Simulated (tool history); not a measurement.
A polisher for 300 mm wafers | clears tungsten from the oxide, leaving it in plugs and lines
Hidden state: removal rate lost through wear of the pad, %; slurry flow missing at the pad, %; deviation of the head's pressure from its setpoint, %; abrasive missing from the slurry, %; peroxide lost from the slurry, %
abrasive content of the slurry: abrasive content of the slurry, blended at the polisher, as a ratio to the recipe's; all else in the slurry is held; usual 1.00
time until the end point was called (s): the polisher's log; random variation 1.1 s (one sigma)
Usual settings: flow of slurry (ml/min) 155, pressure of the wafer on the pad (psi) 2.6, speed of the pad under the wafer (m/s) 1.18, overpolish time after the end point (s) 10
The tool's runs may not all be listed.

run   hour  flow of slurry (ml/min)  pressure of the wafer on the pad (psi)  speed of the pad under the wafer (m/s)  abrasive content of the slurry  overpolish time after the end point (s)  wafers since the last listed run  wafers polished on this pad  hours since the slurry nozzle was cleaned  hours since the head pressure was calibrated  hours since the slurry blender was calibrated  hours since the slurry got fresh peroxide  incoming thickness of the incoming film, nm  time until the end point was called (s)
  1    0.0                      155                                     2.6                                    1.18                            1.00                                       10                                 0                            4                                      520.2                                         935.0                                          184.0                                       16.8                                        311.9                                     87.8
      15.0  -- slurry blender recalibrated
  2   15.5                      155                                     2.6                                    1.18                            1.00                                       10                               132                          136                                      535.7                                         950.5                                            0.5                                       32.3                                        308.8                                     86.3
  3   21.8                      155                                     2.6                                    1.18                            1.00                                       10                                61                          198                                      542.0                                         956.8                                            6.8                                       38.6                                        313.7                                     90.5
  4   33.1                      155                                     3.1                                    1.18                            1.00                                       10                               110                          309                                      553.3                                         968.1                                           18.1                                       49.9                                        309.9                                     73.9
  5   42.5                      155                                     3.1                                    1.18                            1.00                                       10                                92                          401                                      562.7                                         977.5                                           27.5                                       59.3                                        307.2                                     73.2
  6   57.7                      155                                     3.1                                    1.18                            1.00                                       10                               148                          550                                      577.9                                         992.7                                           42.7                                       74.5                                        309.0                                     75.6
  7   71.7                      155                                     2.6                                    1.48                            1.00                                       10                               137                          687                                      591.9                                        1006.7                                           56.7                                       88.5                                        311.9                                     70.6
     112.7  -- slurry tank refilled with fresh slurry and peroxide
  8  118.5                      155                                     2.6                                    1.18                            1.00                                       10                               448                         1136                                      638.7                                        1053.5                                          103.5                                        5.8                                        307.7                                     90.9
     122.6  -- worn pad replaced by a new one
  9  126.4                      155                                     2.6                                    1.18                            1.00                                       10                                38                           37                                      646.6                                        1061.4                                          111.4                                       13.7                                        314.2                                     92.2
 10  134.5                      155                                     3.3                                    1.18                            1.00                                       10                                79                          116                                      654.7                                        1069.5                                          119.5                                       21.8                                        315.9                                     71.6
     166.8  -- slurry nozzle cleaned
 11  181.8                      155                                     2.2                                    1.18                            1.00                                       10                               453                          570                                       15.0                                        1116.8                                          166.8                                       69.1                                        303.2                                     87.4
     189.9  -- head pressure recalibrated
 12  193.7                      155                                     2.6                                    1.18                            1.00                                       10                                96                          667                                       26.9                                           3.8                                          178.7                                       81.0                                        309.9                                     76.9
 13  199.9                      155                                     2.6                                    1.18                            1.00                                       10                                60                          727                                       33.1                                          10.0                                          184.9                                       87.2                                        312.9                                     80.2
     206.6  -- slurry blender recalibrated
 14  211.7                      155                                     2.6                                    1.18                            1.00                                       10                                96                          823                                       44.9                                          21.8                                            5.1                                       99.0                                        313.6                                     79.6
     233.0  -- slurry tank refilled with fresh slurry and peroxide
     244.5  -- worn pad replaced by a new one
 15  254.8                      155                                     3.0                                    1.18                            1.00                                       10                               373                          101                                       88.0                                          64.9                                           48.2                                       21.8                                        314.3                                     69.3
 16  267.4                      155                                     2.6                                    1.18                            1.00                                       10                               123                          224                                      100.6                                          77.5                                           60.8                                       34.4                                        312.4                                     80.3
 17  278.9                      155                                     2.6                                    1.18                            1.00                                       10                               112                          337                                      112.1                                          89.0                                           72.3                                       45.9                                        307.2                                     77.7
 18  285.1                      155                                     3.3                                    1.36                            1.00                                        8                                60                          397                                      118.3                                          95.2                                           78.5                                       52.1                                        308.4                                     54.7
 19  299.6                      125                                     2.6                                    1.18                            0.75                                        7                               142                          539                                      132.8                                         109.7                                           93.0                                       66.6                                        314.0                                     94.7
 20  310.9                      155                                     2.6                                    1.60                            0.75                                       10                               110                          650                                      144.1                                         121.0                                          104.3                                       77.9                                        307.0                                     65.1
 21  324.0                      140                                     2.6                                    1.18                            1.00                                       15                               128                          779                                      157.2                                         134.1                                          117.4                                       91.0                                        310.5                                     80.3
 22  333.7                      155                                     2.6                                    1.18                            0.70                                       10                                95                          874                                      166.9                                         143.8                                          127.1                                      100.7                                        315.4                                     91.2
 23  348.1                      135                                     2.2                                    0.86                            1.00                                        6                               141                         1015                                      181.3                                         158.2                                          141.5                                      115.1                                        312.2                                    130.1
     357.0  -- slurry tank refilled with fresh slurry and peroxide
     365.3  -- worn pad replaced by a new one
 24  365.8                      155                                     2.6                                    1.04                            1.00                                       12                               124                            5                                      199.0                                         175.9                                          159.2                                        8.8                                        307.6                                     87.5
 25  378.6                      155                                     2.6                                    1.18                            1.25                                       12                               125                          130                                      211.8                                         188.7                                          172.0                                       21.6                                        312.1                                     76.1
 26  385.8                      155                                     2.6                                    1.18                            1.00                                       10                                70                          201                                      219.0                                         195.9                                          179.2                                       28.8                                        306.3                                     78.6
     393.6  -- slurry blender recalibrated
 27  394.1                      155                                     2.9                                    1.18                            1.00                                       10                                61                          262                                      227.3                                         204.2                                            0.5                                       37.1                                        307.7                                     71.8

Measured less the same run without the tool's hidden state. The same run-to-run variation is in both; the gauge's scatter may not be:
run  time until the end point was called (s)
  1                                    +10.2
  2                                    +10.4
  3                                    +11.1
  4                                     +9.3
  5                                     +9.5
  6                                    +10.2
  7                                     +9.8
  8                                    +14.3
  9                                    +14.7
 10                                    +11.7
 11                                     +0.7
 12                                     +0.7
 13                                     +0.8
 14                                     +0.9
 15                                     +1.1
 16                                     +1.5
 17                                     +1.6
 18                                     +1.2
 19                                     +2.7
 20                                     +1.6
 21                                     +2.4
 22                                     +2.6
 23                                     +4.6
 24                                     +3.0
 25                                     +2.7
 26                                     +2.9
 27                                     +2.7

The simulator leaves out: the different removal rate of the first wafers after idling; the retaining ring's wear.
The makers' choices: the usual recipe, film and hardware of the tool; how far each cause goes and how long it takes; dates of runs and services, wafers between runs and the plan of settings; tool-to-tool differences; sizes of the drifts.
